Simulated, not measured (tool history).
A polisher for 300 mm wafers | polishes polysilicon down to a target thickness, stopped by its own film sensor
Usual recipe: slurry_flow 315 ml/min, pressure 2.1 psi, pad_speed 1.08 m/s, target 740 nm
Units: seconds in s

run	hour	slurry_flow	pressure	pad_speed	target	incoming thickness of the incoming film, nm	seconds
1	0.0	315	2.1	1.08	740	1156.9	59.7
2	57.9	315	2.6	0.82	740	1148.5	70.0
3	94.7	275	2.1	1.08	740	1164.1	64.9
4	122.0	275	2.1	1.08	740	1137.4	62.0
# hour 133.8: slurry nozzle cleaned
# hour 143.2: head pressure recalibrated
5	161.9	315	2.1	1.08	740	1172.6	60.4
6	233.7	315	2.1	1.08	740	1149.9	58.3
# hour 265.0: worn pad replaced by a new one
7	274.1	315	2.1	1.08	740	1177.0	60.0
8	324.5	315	2.1	1.08	740	1181.9	57.6
9	391.9	315	2.2	1.20	740	1146.0	47.6
10	461.5	315	2.1	1.08	740	1177.0	61.5
11	500.8	315	2.1	1.08	740	1180.6	64.8
12	525.1	315	2.1	1.08	740	1174.9	61.6
# hour 546.5: slurry nozzle cleaned
13	586.9	260	2.3	1.08	740	1164.5	57.3
14	626.7	315	2.1	1.08	784	1156.1	57.6
15	679.2	375	2.7	1.08	740	1158.7	53.0
# hour 713.0: worn pad replaced by a new one
16	717.3	315	2.3	1.08	664	1141.2	60.7
17	758.1	315	2.1	1.08	740	1159.0	59.4
18	794.2	315	2.1	1.08	740	1165.9	59.5
19	840.8	415	2.1	1.08	740	1161.7	59.0
20	883.6	315	2.5	1.30	805	1135.9	34.2
21	938.9	370	2.1	0.78	837	1155.9	63.8
22	989.2	315	2.1	1.08	740	1169.9	64.2
23	1018.4	315	2.1	1.08	798	1176.8	57.7
# hour 1034.7: slurry nozzle cleaned
24	1047.9	425	2.1	1.20	740	1168.6	58.6
25	1108.1	405	2.1	1.08	740	1162.7	64.4
26	1150.6	315	2.1	1.08	740	1147.8	65.9
# hour 1186.0: worn pad replaced by a new one
27	1201.1	315	2.1	0.74	643	1137.3	103.4
28	1240.7	315	2.1	1.08	740	1165.8	61.3
29	1283.4	315	2.1	1.08	740	1143.7	58.0
30	1318.6	265	2.1	1.08	740	1154.8	62.0
# hour 1352.9: head pressure recalibrated
31	1383.9	315	2.4	1.08	640	1172.4	63.1
32	1427.5	315	2.1	1.08	740	1176.9	59.7
33	1457.7	285	1.7	1.08	859	1145.3	48.4
34	1492.8	380	1.8	0.86	877	1166.0	55.6
# hour 1523.7: slurry nozzle cleaned
35	1540.2	275	2.1	1.08	740	1170.5	62.1
# hour 1587.3: worn pad replaced by a new one
36	1592.8	315	2.1	1.08	740	1144.2	54.3
37	1643.9	395	1.8	1.08	632	1174.3	81.5

What if the next run were any one of these 3? Each begins from the tool's condition after run 37:
A	1644.3	315	2.1	1.08	740	1158.5	?
B	1644.3	385	2.1	1.08	740	1158.5	?
C	1644.3	255	1.4	0.82	695	1158.5	?

run	seconds
A	57.4
B	56.6
C	119.3
Take away the tool's hidden state, keep each run's random variation, and the runs would have read:
run	seconds
A	55.0
B	54.1
C	114.2
